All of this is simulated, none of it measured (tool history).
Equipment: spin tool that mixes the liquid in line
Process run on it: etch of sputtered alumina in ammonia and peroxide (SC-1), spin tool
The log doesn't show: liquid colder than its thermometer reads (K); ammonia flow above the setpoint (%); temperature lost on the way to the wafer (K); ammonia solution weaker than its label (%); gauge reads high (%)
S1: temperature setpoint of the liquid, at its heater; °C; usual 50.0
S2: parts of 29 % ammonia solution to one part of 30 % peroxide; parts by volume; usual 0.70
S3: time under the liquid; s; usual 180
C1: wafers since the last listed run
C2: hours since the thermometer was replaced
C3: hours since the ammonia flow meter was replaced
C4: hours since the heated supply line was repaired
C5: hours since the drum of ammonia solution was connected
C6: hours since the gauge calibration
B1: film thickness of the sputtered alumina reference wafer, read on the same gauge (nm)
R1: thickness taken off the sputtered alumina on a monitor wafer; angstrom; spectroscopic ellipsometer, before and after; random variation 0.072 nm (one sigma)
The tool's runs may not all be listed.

run	hour	S1	S2	S3	C1	C2	C3	C4	C5	C6	B1	R1
1	0.0	50.0	0.70	180	0	671.8	1609.9	678.2	175.8	2761.0	40.04	129.5
2	59.3	50.0	0.70	180	321	731.1	1669.2	737.5	235.1	2820.3	39.95	127.9
# hour 124.9: thermometer replaced
3	162.1	56.5	0.70	180	552	37.2	1772.0	840.3	337.9	2923.1	40.03	183.6
4	222.2	56.5	0.70	180	326	97.3	1832.1	900.4	398.0	2983.2	40.04	181.3
# hour 299.2: ammonia flow meter replaced
5	369.3	50.0	0.70	180	792	244.4	70.1	1047.5	545.1	3130.3	40.00	127.3
6	461.4	50.0	0.70	210	499	336.5	162.2	1139.6	637.2	3222.4	39.97	148.1
7	524.0	55.5	0.50	135	339	399.1	224.8	1202.2	699.8	3285.0	39.99	123.3
# hour 586.6: gauge calibrated
8	623.5	50.0	0.70	105	539	498.6	324.3	1301.7	799.3	36.9	40.02	72.8
# hour 680.5: new drum of ammonia solution connected
9	681.0	50.0	0.70	180	306	556.1	381.8	1359.2	0.5	94.4	40.02	124.7
10	756.6	56.0	0.70	180	410	631.7	457.4	1434.8	76.1	170.0	39.99	172.1
11	818.9	58.5	0.45	270	337	694.0	519.7	1497.1	138.4	232.3	40.02	282.9
12	882.6	50.0	0.70	110	345	757.7	583.4	1560.8	202.1	296.0	40.01	76.8
# hour 956.4: thermometer replaced
# hour 970.2: heated supply line repaired
13	986.5	45.0	0.70	135	552	30.1	687.3	16.3	306.0	399.9	40.05	74.1
14	1058.9	50.0	1.00	180	392	102.5	759.7	88.7	378.4	472.3	40.01	136.5
15	1118.4	50.0	0.70	180	322	162.0	819.2	148.2	437.9	531.8	40.01	130.7
16	1214.9	50.0	0.55	290	523	258.5	915.7	244.7	534.4	628.3	40.00	206.1
17	1291.4	50.0	0.70	180	414	335.0	992.2	321.2	610.9	704.8	40.03	131.0
18	1373.5	50.0	0.70	245	445	417.1	1074.3	403.3	693.0	786.9	39.97	176.3
19	1456.1	58.5	1.00	180	448	499.7	1156.9	485.9	775.6	869.5	39.96	211.4
# hour 1525.8: new drum of ammonia solution connected
20	1526.7	50.0	0.70	280	377	570.3	1227.5	556.5	0.9	940.1	40.02	200.7
21	1626.0	40.5	0.85	180	538	669.6	1326.8	655.8	100.2	1039.4	40.00	75.8
# hour 1649.2: thermometer replaced
22	1731.3	50.0	0.70	180	565	82.1	1432.1	761.1	205.5	1144.7	40.00	127.4
23	1767.6	50.0	0.70	130	196	118.4	1468.4	797.4	241.8	1181.0	40.02	93.2

What if the next run were any one of these 5? Each begins from the tool's condition after run 23:
A	1768.1	50.0	0.40	180	2	118.9	1468.9	797.9	242.3	1181.5	?	?
B	1768.1	44.5	0.70	120	2	118.9	1468.9	797.9	242.3	1181.5	?	?
C	1768.1	50.0	0.70	260	2	118.9	1468.9	797.9	242.3	1181.5	?	?
D	1768.1	50.0	0.70	225	2	118.9	1468.9	797.9	242.3	1181.5	?	?
E	1768.1	46.5	0.70	180	2	118.9	1468.9	797.9	242.3	1181.5	?	?

run	B1	R1
A	39.97	120.6
B	39.97	62.2
C	39.97	183.6
D	39.97	158.9
E	39.97	104.6
With no hidden state in the tool, these same runs would have given:
run	R1
A	124.1
B	64.1
C	189.0
D	163.5
E	107.7
